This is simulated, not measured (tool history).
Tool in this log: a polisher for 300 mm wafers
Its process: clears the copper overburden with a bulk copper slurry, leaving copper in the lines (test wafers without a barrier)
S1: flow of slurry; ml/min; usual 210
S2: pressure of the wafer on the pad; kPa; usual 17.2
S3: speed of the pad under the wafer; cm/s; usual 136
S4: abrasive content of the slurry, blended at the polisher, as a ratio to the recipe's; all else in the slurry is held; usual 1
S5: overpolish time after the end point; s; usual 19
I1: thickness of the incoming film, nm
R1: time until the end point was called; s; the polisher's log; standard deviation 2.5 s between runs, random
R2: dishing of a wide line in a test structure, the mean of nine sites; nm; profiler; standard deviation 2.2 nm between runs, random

| run | day | S1 | S2 | S3 | S4 | S5 | I1 | R1 | R2 |
|---|---|---|---|---|---|---|---|---|---|
| 1 | 0 | 210 | 17.2 | 136 | 1 | 19 | 1412.6 | 143.9 | 88.3 |
| 2 | 0.708 | 210 | 17.2 | 136 | 1 | 19 | 1436.9 | 149.2 | 89.8 |
| 3 | 1.383 | 210 | 17.2 | 136 | 1 | 19 | 1415.8 | 145.8 | 85 |
| 4 | 2.229 | 210 | 17.2 | 136 | 1 | 19 | 1431.4 | 148.7 | 88.6 |
| 5 | 3.246 | 210 | 17.2 | 136 | 1 | 19 | 1433.9 | 146.1 | 85.2 |
| 6 | 4.288 | 170 | 17.2 | 136 | 1 | 19 | 1424.2 | 154.8 | 86.6 |
| 7 | 5.208 | 170 | 17.2 | 136 | 1 | 19 | 1430.6 | 155.3 | 84.6 |
| 8 | 6.35 | 210 | 17.2 | 136 | 1 | 19 | 1414.5 | 150.2 | 86.3 |
| 9 | 7.475 | 210 | 17.2 | 136 | 1 | 19 | 1461 | 154.5 | 87 |
| 10 | 8.729 | 210 | 22.1 | 136 | 0.9 | 28 | 1413.2 | 123.5 | 118.6 |
| 11 | 10.204 | 210 | 17.2 | 136 | 1 | 19 | 1442.2 | 154.7 | 83.8 |
| 12 | 10.817 | 145 | 17.2 | 136 | 0.85 | 19 | 1446.7 | 165.2 | 81.5 |
| 13 | 11.992 | 210 | 17.2 | 136 | 1 | 24 | 1445.2 | 159.4 | 93.8 |
| 14 | 12.854 | 165 | 11.7 | 176 | 1 | 19 | 1417 | 181.3 | 72.8 |
| 15 | 16.204 | 210 | 17.2 | 136 | 1 | 19 | 1414.5 | 144.4 | 90.3 |
| 16 | 17.638 | 210 | 17.2 | 136 | 1 | 19 | 1427 | 141.1 | 89.6 |
| 17 | 18.821 | 210 | 17.2 | 136 | 1.25 | 29 | 1446.3 | 140.3 | 105.4 |
| 18 | 19.971 | 250 | 17.2 | 162 | 1 | 9 | 1417.8 | 120.3 | 64 |

Taken out of this log: 5 entries between the listed runs. Where each belongs, and how the hidden state differs across it:
Between runs 6 and 7: worn pad replaced by a new one (day 4.717)
  deviation of the head's pressure from its setpoint, %: -7.96 -> -8.43
  measured less the result without the state, R1: +10.6 -> +11.3 s; R2: -4.4 -> -4.5 nm
Between runs 8 and 9: slurry nozzle cleaned (day 7.133)
  deviation of the head's pressure from its setpoint, %: -9 -> -9.57
  measured less the result without the state, R1: +11.6 -> +12.7 s; R2: -4.9 -> -5.3 nm
Between runs 10 and 11: slurry blender recalibrated (day 8.879)
  deviation of the head's pressure from its setpoint, %: -10.2 -> -10.9
  measured less the result without the state, R1: +10.8 -> +14.6 s; R2: -6 -> -5.9 nm
Between runs 13 and 14: worn pad replaced by a new one (day 12.521)
  deviation of the head's pressure from its setpoint, %: -11.8 -> -12.3
  measured less the result without the state, R1: +16.3 -> +19.2 s; R2: -6.6 -> -6 nm
Between runs 14 and 15: head pressure recalibrated (day 14.167)
  deviation of the head's pressure from its setpoint, %: -12.3 -> -3.32
  measured less the result without the state, R1: +19.2 -> +4.2 s; R2: -6 -> -1.8 nm

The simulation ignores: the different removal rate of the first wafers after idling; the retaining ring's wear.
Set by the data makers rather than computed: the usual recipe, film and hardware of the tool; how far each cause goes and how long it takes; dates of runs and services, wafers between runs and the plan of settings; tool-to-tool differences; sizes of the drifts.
